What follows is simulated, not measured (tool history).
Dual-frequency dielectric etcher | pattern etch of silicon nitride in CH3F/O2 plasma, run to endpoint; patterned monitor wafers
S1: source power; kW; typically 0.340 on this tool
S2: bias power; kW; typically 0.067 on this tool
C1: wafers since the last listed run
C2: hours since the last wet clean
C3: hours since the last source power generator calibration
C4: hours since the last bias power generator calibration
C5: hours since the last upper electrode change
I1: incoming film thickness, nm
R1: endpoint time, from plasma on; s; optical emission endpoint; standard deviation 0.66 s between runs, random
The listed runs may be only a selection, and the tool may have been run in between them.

| run | hour | S1 | S2 | C1 | C2 | C3 | C4 | C5 | I1 | R1 |
|---|---|---|---|---|---|---|---|---|---|---|
| 1 | 0.0 | 0.340 | 0.067 | 0 | 246.9 | 952.9 | 1715.6 | 3190.5 | 93.6 | 128.0 |
| 2 | 99.6 | 0.340 | 0.061 | 753 | 346.5 | 1052.5 | 1815.2 | 3290.1 | 92.9 | 128.4 |
| 3 | 159.2 | 0.340 | 0.061 | 451 | 406.1 | 1112.1 | 1874.8 | 3349.7 | 92.9 | 127.7 |
| 4 | 223.2 | 0.340 | 0.067 | 484 | 470.1 | 1176.1 | 1938.8 | 3413.7 | 93.4 | 124.8 |
| 5 | 260.9 | 0.340 | 0.067 | 285 | 507.8 | 1213.8 | 1976.5 | 3451.4 | 93.3 | 123.3 |
| 6 | 296.9 | 0.340 | 0.067 | 272 | 543.8 | 1249.8 | 2012.5 | 3487.4 | 94.0 | 124.0 |
|  | 321.0 | wet clean of the chamber |
| 7 | 341.4 | 0.320 | 0.067 | 155 | 20.4 | 1294.3 | 2057.0 | 3531.9 | 92.8 | 128.3 |
| 8 | 431.2 | 0.320 | 0.067 | 679 | 110.2 | 1384.1 | 2146.8 | 3621.7 | 93.4 | 128.8 |
| 9 | 476.6 | 0.310 | 0.075 | 343 | 155.6 | 1429.5 | 2192.2 | 3667.1 | 93.1 | 125.7 |
| 10 | 525.8 | 0.290 | 0.067 | 372 | 204.8 | 1478.7 | 2241.4 | 3716.3 | 93.1 | 131.8 |
| 11 | 626.5 | 0.290 | 0.067 | 762 | 305.5 | 1579.4 | 2342.1 | 3817.0 | 93.0 | 130.0 |
| 12 | 711.0 | 0.340 | 0.067 | 639 | 390.0 | 1663.9 | 2426.6 | 3901.5 | 91.7 | 120.7 |
| 13 | 786.7 | 0.340 | 0.067 | 572 | 465.7 | 1739.6 | 2502.3 | 3977.2 | 91.9 | 120.8 |
| 14 | 872.1 | 0.340 | 0.067 | 646 | 551.1 | 1825.0 | 2587.7 | 4062.6 | 93.9 | 120.8 |
| 15 | 942.2 | 0.340 | 0.067 | 530 | 621.2 | 1895.1 | 2657.8 | 4132.7 | 93.6 | 122.0 |
|  | 1024.4 | wet clean of the chamber |
|  | 1036.4 | upper electrode replaced |
| 16 | 1036.9 | 0.370 | 0.067 | 444 | 12.5 | 1989.8 | 2752.5 | 0.5 | 93.6 | 124.1 |
| 17 | 1121.2 | 0.370 | 0.067 | 638 | 96.8 | 2074.1 | 2836.8 | 84.8 | 94.1 | 124.4 |
|  | 1211.2 | bias power generator calibrated |
| 18 | 1213.1 | 0.370 | 0.067 | 665 | 188.7 | 2166.0 | 1.9 | 176.7 | 93.2 | 122.1 |
| 19 | 1284.6 | 0.280 | 0.059 | 541 | 260.2 | 2237.5 | 73.4 | 248.2 | 92.1 | 137.1 |
| 20 | 1327.7 | 0.270 | 0.050 | 326 | 303.3 | 2280.6 | 116.5 | 291.3 | 92.8 | 146.1 |
| 21 | 1395.7 | 0.380 | 0.072 | 514 | 371.3 | 2348.6 | 184.5 | 359.3 | 92.9 | 117.5 |
| 22 | 1489.3 | 0.370 | 0.081 | 708 | 464.9 | 2442.2 | 278.1 | 452.9 | 93.3 | 113.5 |
| 23 | 1546.7 | 0.370 | 0.076 | 434 | 522.3 | 2499.6 | 335.5 | 510.3 | 93.9 | 114.9 |
| 24 | 1593.4 | 0.400 | 0.079 | 353 | 569.0 | 2546.3 | 382.2 | 557.0 | 93.5 | 110.7 |
|  | 1702.0 | wet clean of the chamber |
| 25 | 1702.5 | 0.410 | 0.067 | 644 | 0.5 | 2655.4 | 491.3 | 666.1 | 92.9 | 121.8 |
|  | 1760.4 | source power generator calibrated |
| 26 | 1776.7 | 0.410 | 0.078 | 531 | 74.7 | 16.3 | 565.5 | 740.3 | 92.9 | 115.1 |
| 27 | 1824.6 | 0.340 | 0.079 | 362 | 122.6 | 64.2 | 613.4 | 788.2 | 91.8 | 120.1 |
| 28 | 2079.5 | 0.340 | 0.067 | 1929 | 377.5 | 319.1 | 868.3 | 1043.1 | 92.6 | 123.5 |
|  | 2363.8 | wet clean of the chamber |
| 29 | 2391.9 | 0.340 | 0.067 | 2182 | 28.1 | 631.5 | 1180.7 | 1355.5 | 94.2 | 129.9 |
| 30 | 2445.7 | 0.310 | 0.062 | 407 | 81.9 | 685.3 | 1234.5 | 1409.3 | 93.0 | 133.5 |
| 31 | 2539.0 | 0.340 | 0.067 | 706 | 175.2 | 778.6 | 1327.8 | 1502.6 | 91.6 | 124.4 |
| 32 | 2638.1 | 0.310 | 0.080 | 750 | 274.3 | 877.7 | 1426.9 | 1601.7 | 92.9 | 122.1 |
| 33 | 2701.1 | 0.340 | 0.067 | 476 | 337.3 | 940.7 | 1489.9 | 1664.7 | 93.3 | 125.0 |
| 34 | 2788.6 | 0.340 | 0.067 | 662 | 424.8 | 1028.2 | 1577.4 | 1752.2 | 93.5 | 123.4 |
| 35 | 2856.6 | 0.340 | 0.060 | 514 | 492.8 | 1096.2 | 1645.4 | 1820.2 | 93.5 | 126.5 |
| 36 | 2925.0 | 0.340 | 0.075 | 517 | 561.2 | 1164.6 | 1713.8 | 1888.6 | 92.7 | 116.5 |

3 options for the next run, each taken on its own from the tool as it stands now. Forecast them:
| A | 2925.5 | 0.340 | 0.058 | 3 | 561.7 | 1165.1 | 1714.3 | 1889.1 | 92.8 | ? |
| B | 2925.5 | 0.280 | 0.051 | 3 | 561.7 | 1165.1 | 1714.3 | 1889.1 | 92.8 | ? |
| C | 2925.5 | 0.340 | 0.080 | 3 | 561.7 | 1165.1 | 1714.3 | 1889.1 | 92.8 | ? |

| run | R1 |
|---|---|
| A | 126.6 |
| B | 139.8 |
| C | 116.2 |
Take away the tool's hidden state, keep each run's random variation, and the runs would have read:
| run | R1 |
|---|---|
| A | 133.0 |
| B | 146.9 |
| C | 122.1 |
